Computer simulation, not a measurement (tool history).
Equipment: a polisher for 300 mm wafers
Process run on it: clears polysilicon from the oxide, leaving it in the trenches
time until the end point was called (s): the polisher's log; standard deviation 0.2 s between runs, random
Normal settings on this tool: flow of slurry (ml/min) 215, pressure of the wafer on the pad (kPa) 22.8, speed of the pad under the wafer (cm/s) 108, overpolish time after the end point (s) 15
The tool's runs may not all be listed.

run   hour  flow of slurry (ml/min)  pressure of the wafer on the pad (kPa)  speed of the pad under the wafer (cm/s)  overpolish time after the end point (s)  wafers since the last listed run  wafers polished on this pad  hours since the slurry nozzle was cleaned  hours since the head pressure was calibrated  incoming thickness of the incoming film, nm  time until the end point was called (s)
  1    0.0                      270                                    22.8                                      108                                       15                                 0                          666                                      336.5                                         314.1                                        410.1                                     22.3
       3.2  -- worn pad replaced by a new one
  2   12.9                      215                                    22.8                                      108                                       15                                99                           99                                      349.4                                         327.0                                        411.8                                     23.8
  3   23.3                      215                                    22.8                                      108                                       15                               106                          206                                      359.8                                         337.4                                        405.5                                     23.6
  4   38.4                      215                                    22.8                                      108                                       15                               155                          361                                      374.9                                         352.5                                        401.9                                     23.6
  5   50.5                      215                                    22.8                                      108                                       15                               124                          486                                      387.0                                         364.6                                        417.3                                     24.4
  6   58.6                      215                                    22.8                                      108                                       15                                83                          569                                      395.1                                         372.7                                        410.7                                     24.6
      68.9  -- worn pad replaced by a new one
  7   71.7                      215                                    22.8                                      108                                       15                                93                           28                                      408.2                                         385.8                                        406.1                                     25.0
  8   80.0                      215                                    22.8                                      108                                       15                                85                          114                                      416.5                                         394.1                                        413.7                                     25.5
  9   87.1                      185                                    19.3                                       72                                       20                                73                          187                                      423.6                                         401.2                                        404.7                                     44.2
 10   96.9                      245                                    16.5                                      108                                       23                               100                          288                                      433.4                                         411.0                                        418.6                                     31.3
 11  114.1                      185                                    18.6                                      108                                       15                               176                          464                                      450.6                                         428.2                                        407.7                                     32.4
     123.7  -- slurry nozzle cleaned
 12  124.2                      215                                    22.8                                      108                                       15                                93                          558                                        0.5                                         438.3                                        412.1                                     22.5
     135.0  -- worn pad replaced by a new one
     149.5  -- head pressure recalibrated
 13  162.7                      235                                    26.2                                      108                                       23                               334                          264                                       39.0                                          13.2                                        413.9                                     18.7
 14  171.2                      215                                    22.8                                       74                                       10                                87                          352                                       47.5                                          21.7                                        401.0                                     29.1
     187.5  -- worn pad replaced by a new one
 15  188.4                      215                                    26.2                                      146                                       22                               135                            9                                       64.7                                          38.9                                        414.0                                     14.1
 16  205.0                      250                                    22.8                                      108                                       15                               170                          179                                       81.3                                          55.5                                        406.1                                     20.1
 17  213.5                      215                                    22.8                                      108                                       15                                87                          267                                       89.8                                          64.0                                        419.3                                     21.3

Predict each of these 4 candidate next runs independently; none follows another, all start after run 17:
  A  213.9                      180                                    22.8                                      108                                       15                                 4                          271                                       90.2                                          64.4                                        411.5                                        ?
  B  213.9                      215                                    18.6                                      108                                        7                                 4                          271                                       90.2                                          64.4                                        411.5                                        ?
  C  213.9                      280                                    22.8                                      108                                       12                                 4                          271                                       90.2                                          64.4                                        411.5                                        ?
  D  213.9                      145                                    22.8                                      130                                       12                                 4                          271                                       90.2                                          64.4                                        411.5                                        ?

run  time until the end point was called (s)
  A                                     20.9
  B                                     22.9
  C                                     19.6
  D                                     18.1
Without the tool's hidden state the same runs would have given:
run  time until the end point was called (s)
  A                                     20.4
  B                                     22.4
  C                                     19.3
  D                                     17.6

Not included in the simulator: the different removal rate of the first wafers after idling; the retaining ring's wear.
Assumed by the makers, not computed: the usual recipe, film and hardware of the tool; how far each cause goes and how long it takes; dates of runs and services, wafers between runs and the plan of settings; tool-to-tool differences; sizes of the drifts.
